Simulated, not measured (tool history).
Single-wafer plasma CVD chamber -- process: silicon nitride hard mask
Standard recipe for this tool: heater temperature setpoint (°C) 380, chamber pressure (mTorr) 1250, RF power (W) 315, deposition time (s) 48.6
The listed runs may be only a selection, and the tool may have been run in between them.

run,day,heater temperature setpoint (°C),chamber pressure (mTorr),RF power (W),deposition time (s),"read-back reference wafer on the same gauge, thickness_nm",mean film thickness on the monitor wafer (angstrom)
1,0.000,380,1250,315,53.9,59.807,599.13
2,1.938,380,1250,315,48.6,59.640,533.70
# day 4.075: gauge calibrated
3,4.100,380,1250,315,48.6,59.625,537.71
4,7.938,380,1250,315,48.6,59.730,536.42
# day 8.612: thermocouple changed; heater temperature recalibrated
5,10.292,380,1250,315,48.6,59.637,535.37
6,14.517,380,1250,265,48.6,59.770,454.61
7,17.625,380,1250,315,48.6,59.796,536.33
# day 19.292: capacitance manometer re-zeroed and calibrated
8,22.092,380,1250,315,48.6,59.657,536.33
9,26.488,380,1250,295,48.6,59.617,503.87
10,28.275,380,1250,350,48.6,59.670,583.87
# day 29.904: RF generator calibrated
11,30.667,390,990,315,48.6,59.641,502.60
12,34.988,380,1450,355,48.6,59.506,619.10
13,36.650,369,1050,260,41.7,59.669,366.67
14,39.888,380,1250,300,39.2,59.623,412.71
15,43.708,380,990,315,48.6,59.823,502.01
16,46.662,387,1250,315,48.6,59.894,534.46
17,49.521,380,1250,315,44.4,59.668,492.57
18,51.475,380,1250,315,48.6,59.726,531.60
# day 59.362: showerhead replaced
19,62.567,380,1250,315,54.0,59.882,593.51
20,66.058,380,1370,315,48.6,59.669,551.16
21,67.721,380,1250,265,46.1,59.693,434.47
22,70.704,380,980,375,48.6,59.715,580.77
23,73.396,386,990,315,48.6,59.714,503.25
# day 75.083: thermocouple changed; heater temperature recalibrated
24,77.108,380,1250,315,48.6,59.722,533.45
25,79.500,380,1350,340,56.3,59.762,677.42
# day 81.067: capacitance manometer re-zeroed and calibrated
26,90.088,386,1250,270,48.6,59.656,465.46
27,92.954,372,1400,290,44.0,59.761,466.36
28,96.883,380,1250,315,48.6,59.694,536.73
29,99.017,380,1250,315,48.6,59.610,537.78

Here are 3 independent what-if runs from the current tool condition. What would each one return?
A,99.033,391,1250,315,48.6,?,?
B,99.033,380,1350,345,48.6,?,?
C,99.033,380,1250,315,41.2,?,?

run,"read-back reference wafer on the same gauge, thickness_nm",mean film thickness on the monitor wafer (angstrom)
A,59.643,537.84
B,59.643,595.08
C,59.643,458.50
What these runs would have given with no unlogged condition in the tool:
run,mean film thickness on the monitor wafer (angstrom)
A,537.84
B,595.08
C,458.50
